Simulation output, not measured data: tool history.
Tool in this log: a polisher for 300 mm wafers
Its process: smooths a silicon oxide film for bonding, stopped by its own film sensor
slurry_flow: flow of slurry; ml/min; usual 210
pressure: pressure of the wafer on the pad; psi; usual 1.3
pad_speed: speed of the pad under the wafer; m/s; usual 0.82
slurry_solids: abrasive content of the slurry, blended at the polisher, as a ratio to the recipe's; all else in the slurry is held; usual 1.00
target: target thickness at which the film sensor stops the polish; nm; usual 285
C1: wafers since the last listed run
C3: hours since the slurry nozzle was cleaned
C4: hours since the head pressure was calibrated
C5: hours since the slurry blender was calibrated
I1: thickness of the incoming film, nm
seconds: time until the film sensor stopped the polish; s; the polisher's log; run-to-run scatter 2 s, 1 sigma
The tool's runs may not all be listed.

{"run": 1, "hour": 0.0, "slurry_flow": 230, "pressure": 1.3, "pad_speed": 0.82, "slurry_solids": 1.0, "target": 285, "C1": 0, "wafers polished on this pad": 477, "C3": 32.2, "C4": 254.1, "C5": 136.8, "I1": 330.1, "seconds": 108.6}
{"run": 2, "hour": 13.2, "slurry_flow": 230, "pressure": 1.3, "pad_speed": 0.82, "slurry_solids": 1.0, "target": 285, "C1": 140, "wafers polished on this pad": 617, "C3": 45.4, "C4": 267.3, "C5": 150.0, "I1": 336.3, "seconds": 125.5}
{"run": 3, "hour": 41.7, "slurry_flow": 210, "pressure": 1.3, "pad_speed": 0.82, "slurry_solids": 1.0, "target": 285, "C1": 303, "wafers polished on this pad": 921, "C3": 73.9, "C4": 295.8, "C5": 178.5, "I1": 332.0, "seconds": 116.4}
{"run": 4, "hour": 62.4, "slurry_flow": 210, "pressure": 1.3, "pad_speed": 0.82, "slurry_solids": 1.0, "target": 285, "C1": 220, "wafers polished on this pad": 1141, "C3": 94.6, "C4": 316.5, "C5": 199.2, "I1": 326.2, "seconds": 98.5}
{"hour": 79.8, "done": "head pressure recalibrated"}
{"hour": 86.3, "done": "slurry blender recalibrated"}
{"run": 5, "hour": 88.6, "slurry_flow": 210, "pressure": 1.3, "pad_speed": 0.82, "slurry_solids": 1.0, "target": 285, "C1": 236, "wafers polished on this pad": 1377, "C3": 120.8, "C4": 8.8, "C5": 2.3, "I1": 328.7, "seconds": 106.2}
{"run": 6, "hour": 112.8, "slurry_flow": 210, "pressure": 1.3, "pad_speed": 0.82, "slurry_solids": 1.1, "target": 285, "C1": 257, "wafers polished on this pad": 1635, "C3": 145.0, "C4": 33.0, "C5": 26.5, "I1": 326.3, "seconds": 95.1}
{"run": 7, "hour": 131.4, "slurry_flow": 210, "pressure": 1.3, "pad_speed": 0.82, "slurry_solids": 1.0, "target": 285, "C1": 197, "wafers polished on this pad": 1833, "C3": 163.6, "C4": 51.6, "C5": 45.1, "I1": 329.5, "seconds": 108.7}
{"run": 8, "hour": 154.0, "slurry_flow": 210, "pressure": 1.3, "pad_speed": 0.82, "slurry_solids": 1.0, "target": 285, "C1": 240, "wafers polished on this pad": 2073, "C3": 186.2, "C4": 74.2, "C5": 67.7, "I1": 331.8, "seconds": 115.4}
{"run": 9, "hour": 176.2, "slurry_flow": 210, "pressure": 0.9, "pad_speed": 1.08, "slurry_solids": 0.8, "target": 300, "C1": 236, "wafers polished on this pad": 2310, "C3": 208.4, "C4": 96.4, "C5": 89.9, "I1": 330.1, "seconds": 95.1}
{"run": 10, "hour": 199.7, "slurry_flow": 275, "pressure": 1.3, "pad_speed": 0.82, "slurry_solids": 1.0, "target": 270, "C1": 250, "wafers polished on this pad": 2560, "C3": 231.9, "C4": 119.9, "C5": 113.4, "I1": 329.4, "seconds": 138.3}
{"hour": 210.0, "done": "worn pad replaced by a new one"}
{"run": 11, "hour": 220.2, "slurry_flow": 210, "pressure": 1.3, "pad_speed": 0.96, "slurry_solids": 1.0, "target": 285, "C1": 175, "wafers polished on this pad": 109, "C3": 252.4, "C4": 140.4, "C5": 133.9, "I1": 329.6, "seconds": 92.8}
{"run": 12, "hour": 244.5, "slurry_flow": 210, "pressure": 1.3, "pad_speed": 0.82, "slurry_solids": 1.0, "target": 285, "C1": 258, "wafers polished on this pad": 367, "C3": 276.7, "C4": 164.7, "C5": 158.2, "I1": 326.5, "seconds": 102.3}
{"run": 13, "hour": 265.4, "slurry_flow": 285, "pressure": 1.3, "pad_speed": 0.82, "slurry_solids": 0.75, "target": 285, "C1": 222, "wafers polished on this pad": 590, "C3": 297.6, "C4": 185.6, "C5": 179.1, "I1": 326.8, "seconds": 116.0}
{"run": 14, "hour": 287.6, "slurry_flow": 210, "pressure": 1.3, "pad_speed": 0.82, "slurry_solids": 0.8, "target": 285, "C1": 236, "wafers polished on this pad": 826, "C3": 319.8, "C4": 207.8, "C5": 201.3, "I1": 328.3, "seconds": 122.4}
{"run": 15, "hour": 311.3, "slurry_flow": 280, "pressure": 0.9, "pad_speed": 0.82, "slurry_solids": 1.0, "target": 285, "C1": 252, "wafers polished on this pad": 1078, "C3": 343.5, "C4": 231.5, "C5": 225.0, "I1": 325.8, "seconds": 136.6}
{"hour": 336.8, "done": "slurry blender recalibrated"}
{"run": 16, "hour": 345.9, "slurry_flow": 210, "pressure": 1.4, "pad_speed": 0.82, "slurry_solids": 1.0, "target": 285, "C1": 346, "wafers polished on this pad": 1425, "C3": 378.1, "C4": 266.1, "C5": 9.1, "I1": 329.9, "seconds": 100.7}
{"run": 17, "hour": 367.7, "slurry_flow": 210, "pressure": 1.6, "pad_speed": 0.82, "slurry_solids": 0.75, "target": 280, "C1": 232, "wafers polished on this pad": 1657, "C3": 399.9, "C4": 287.9, "C5": 30.9, "I1": 333.8, "seconds": 126.4}
{"hour": 443.8, "done": "head pressure recalibrated"}
{"run": 18, "hour": 459.3, "slurry_flow": 210, "pressure": 1.8, "pad_speed": 0.82, "slurry_solids": 1.0, "target": 293, "C1": 953, "wafers polished on this pad": 2611, "C3": 491.5, "C4": 15.5, "C5": 122.5, "I1": 329.5, "seconds": 63.1}
{"hour": 471.4, "done": "worn pad replaced by a new one"}
{"run": 19, "hour": 490.9, "slurry_flow": 165, "pressure": 1.3, "pad_speed": 0.64, "slurry_solids": 1.0, "target": 285, "C1": 293, "wafers polished on this pad": 207, "C3": 523.1, "C4": 47.1, "C5": 154.1, "I1": 330.9, "seconds": 143.7}
{"run": 20, "hour": 517.3, "slurry_flow": 255, "pressure": 0.8, "pad_speed": 0.72, "slurry_solids": 1.3, "target": 285, "C1": 280, "wafers polished on this pad": 488, "C3": 549.5, "C4": 73.5, "C5": 180.5, "I1": 334.9, "seconds": 183.3}
{"run": 21, "hour": 552.5, "slurry_flow": 210, "pressure": 1.3, "pad_speed": 0.82, "slurry_solids": 1.0, "target": 271, "C1": 374, "wafers polished on this pad": 863, "C3": 584.7, "C4": 108.7, "C5": 215.7, "I1": 329.1, "seconds": 143.4}
{"hour": 574.7, "done": "slurry blender recalibrated"}
{"run": 22, "hour": 586.7, "slurry_flow": 235, "pressure": 1.1, "pad_speed": 0.82, "slurry_solids": 1.25, "target": 277, "C1": 342, "wafers polished on this pad": 1205, "C3": 618.9, "C4": 142.9, "C5": 12.0, "I1": 335.8, "seconds": 147.3}
{"run": 23, "hour": 602.8, "slurry_flow": 210, "pressure": 1.3, "pad_speed": 0.96, "slurry_solids": 1.0, "target": 285, "C1": 171, "wafers polished on this pad": 1377, "C3": 635.0, "C4": 159.0, "C5": 28.1, "I1": 330.3, "seconds": 99.4}
{"run": 24, "hour": 624.5, "slurry_flow": 210, "pressure": 1.3, "pad_speed": 0.82, "slurry_solids": 1.0, "target": 285, "C1": 230, "wafers polished on this pad": 1608, "C3": 656.7, "C4": 180.7, "C5": 49.8, "I1": 331.6, "seconds": 113.3}
{"run": 25, "hour": 652.3, "slurry_flow": 280, "pressure": 0.9, "pad_speed": 0.82, "slurry_solids": 1.0, "target": 285, "C1": 295, "wafers polished on this pad": 1903, "C3": 684.5, "C4": 208.5, "C5": 77.6, "I1": 334.7, "seconds": 166.1}
{"run": 26, "hour": 671.3, "slurry_flow": 250, "pressure": 0.9, "pad_speed": 0.96, "slurry_solids": 0.75, "target": 285, "C1": 202, "wafers polished on this pad": 2106, "C3": 703.5, "C4": 227.5, "C5": 96.6, "I1": 333.9, "seconds": 179.2}
{"hour": 690.5, "done": "slurry nozzle cleaned"}
{"hour": 719.3, "done": "worn pad replaced by a new one"}
{"run": 27, "hour": 757.0, "slurry_flow": 210, "pressure": 1.0, "pad_speed": 1.1, "slurry_solids": 1.0, "target": 294, "C1": 858, "wafers polished on this pad": 401, "C3": 66.5, "C4": 313.2, "C5": 182.3, "I1": 332.3, "seconds": 95.3}
{"hour": 775.7, "done": "head pressure recalibrated"}
{"run": 28, "hour": 792.3, "slurry_flow": 270, "pressure": 1.0, "pad_speed": 0.82, "slurry_solids": 1.25, "target": 285, "C1": 354, "wafers polished on this pad": 755, "C3": 101.8, "C4": 16.6, "C5": 217.6, "I1": 325.4, "seconds": 113.5}
{"run": 29, "hour": 825.9, "slurry_flow": 210, "pressure": 1.3, "pad_speed": 1.02, "slurry_solids": 1.0, "target": 285, "C1": 357, "wafers polished on this pad": 1113, "C3": 135.4, "C4": 50.2, "C5": 251.2, "I1": 324.5, "seconds": 80.4}

Hidden state at the last listed run before each entry between runs and at the first one after, where it differs:
In the gap between runs 4 and 5: head pressure recalibrated (hour 79.8); slurry blender recalibrated (hour 86.3)
  no difference in the tool's unlogged condition between these two runs
In the gap between runs 10 and 11: worn pad replaced by a new one (hour 210.0)
  no difference in the tool's unlogged condition between these two runs
In the gap between runs 15 and 16: slurry blender recalibrated (hour 336.8)
  no difference in the tool's unlogged condition between these two runs
In the gap between runs 17 and 18: head pressure recalibrated (hour 443.8)
  no difference in the tool's unlogged condition between these two runs
In the gap between runs 18 and 19: worn pad replaced by a new one (hour 471.4)
  no difference in the tool's unlogged condition between these two runs
In the gap between runs 21 and 22: slurry blender recalibrated (hour 574.7)
  no difference in the tool's unlogged condition between these two runs
In the gap between runs 26 and 27: slurry nozzle cleaned (hour 690.5); worn pad replaced by a new one (hour 719.3)
  no difference in the tool's unlogged condition between these two runs
In the gap between runs 27 and 28: head pressure recalibrated (hour 775.7)
  no difference in the tool's unlogged condition between these two runs

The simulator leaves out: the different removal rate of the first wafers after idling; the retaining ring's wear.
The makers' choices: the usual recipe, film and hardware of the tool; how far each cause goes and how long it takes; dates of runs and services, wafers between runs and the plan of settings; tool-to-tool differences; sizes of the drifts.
